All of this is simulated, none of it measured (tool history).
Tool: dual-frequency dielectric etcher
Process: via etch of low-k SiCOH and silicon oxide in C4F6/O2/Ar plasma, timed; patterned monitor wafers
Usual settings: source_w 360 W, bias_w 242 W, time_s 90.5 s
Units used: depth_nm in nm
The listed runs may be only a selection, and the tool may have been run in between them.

run	hour	source_w	bias_w	time_s	wafers since the last listed run	hours since the last wet clean	hours since the last source power generator calibration	hours since the last bias power generator calibration	hours since the last upper electrode change	hours since the gauge calibration	read-back reference wafer on the same gauge, depth_nm	depth_nm
1	0.0	360	242	90.5	0	0.0	1830.9	1914.7	3910.2	563.8	262.5	238.2
2	58.2	360	242	90.5	679	58.2	1889.1	1972.9	3968.4	622.0	262.7	240.8
3	137.4	360	242	90.5	925	137.4	1968.3	2052.1	4047.6	701.2	263.1	239.2
4	182.6	360	242	90.5	527	182.6	2013.5	2097.3	4092.8	746.4	263.2	238.3
5	221.8	360	258	90.5	457	221.8	2052.7	2136.5	4132.0	785.6	263.1	246.8
6	264.7	360	258	90.5	501	264.7	2095.6	2179.4	4174.9	828.5	263.2	244.4
# hour 326.5: upper electrode replaced
# hour 357.3: wet clean of the chamber
7	357.8	360	258	90.5	526	0.5	2188.7	2272.5	31.3	921.6	263.5	245.6
8	407.4	420	242	90.5	579	50.1	2238.3	2322.1	80.9	971.2	263.6	254.9
# hour 484.0: source power generator calibrated
9	511.1	420	199	72.0	1164	153.8	27.1	2425.8	184.6	1074.9	263.6	187.6
# hour 515.9: gauge calibrated
10	584.0	360	258	90.5	851	226.7	100.0	2498.7	257.5	68.1	259.9	242.6
# hour 687.1: wet clean of the chamber
11	687.6	280	242	90.5	929	0.5	203.6	2602.3	361.1	171.7	261.3	214.8
12	767.8	360	242	90.5	936	80.7	283.8	2682.5	441.3	251.9	262.0	238.9
# hour 771.9: bias power generator calibrated
13	809.7	360	242	90.5	442	122.6	325.7	37.8	483.2	293.8	262.5	239.1
14	882.5	420	268	113.0	850	195.4	398.5	110.6	556.0	366.6	262.5	329.7
15	932.7	360	242	104.0	586	245.6	448.7	160.8	606.2	416.8	263.3	274.4
16	984.7	400	280	112.5	607	297.6	500.7	212.8	658.2	468.8	263.2	328.4
17	1065.6	390	216	82.5	944	378.5	581.6	293.7	739.1	549.7	263.5	216.6

Below are 5 alternative next runs, each starting from the tool's condition after run 17. Predict each:
A	1066.0	360	242	80.5	4	378.9	582.0	294.1	739.5	550.1	?	?
B	1066.0	390	242	90.5	4	378.9	582.0	294.1	739.5	550.1	?	?
C	1066.0	380	274	104.5	4	378.9	582.0	294.1	739.5	550.1	?	?
D	1066.0	430	198	78.0	4	378.9	582.0	294.1	739.5	550.1	?	?
E	1066.0	410	281	90.5	4	378.9	582.0	294.1	739.5	550.1	?	?

run	read-back reference wafer on the same gauge, depth_nm	depth_nm
A	263.7	213.5
B	263.7	247.4
C	263.7	296.5
D	263.7	205.5
E	263.7	266.7
Stripped of hidden state, with their random variation kept, the same runs would have yielded:
run	depth_nm
A	209.8
B	243.1
C	291.3
D	201.9
E	262.0
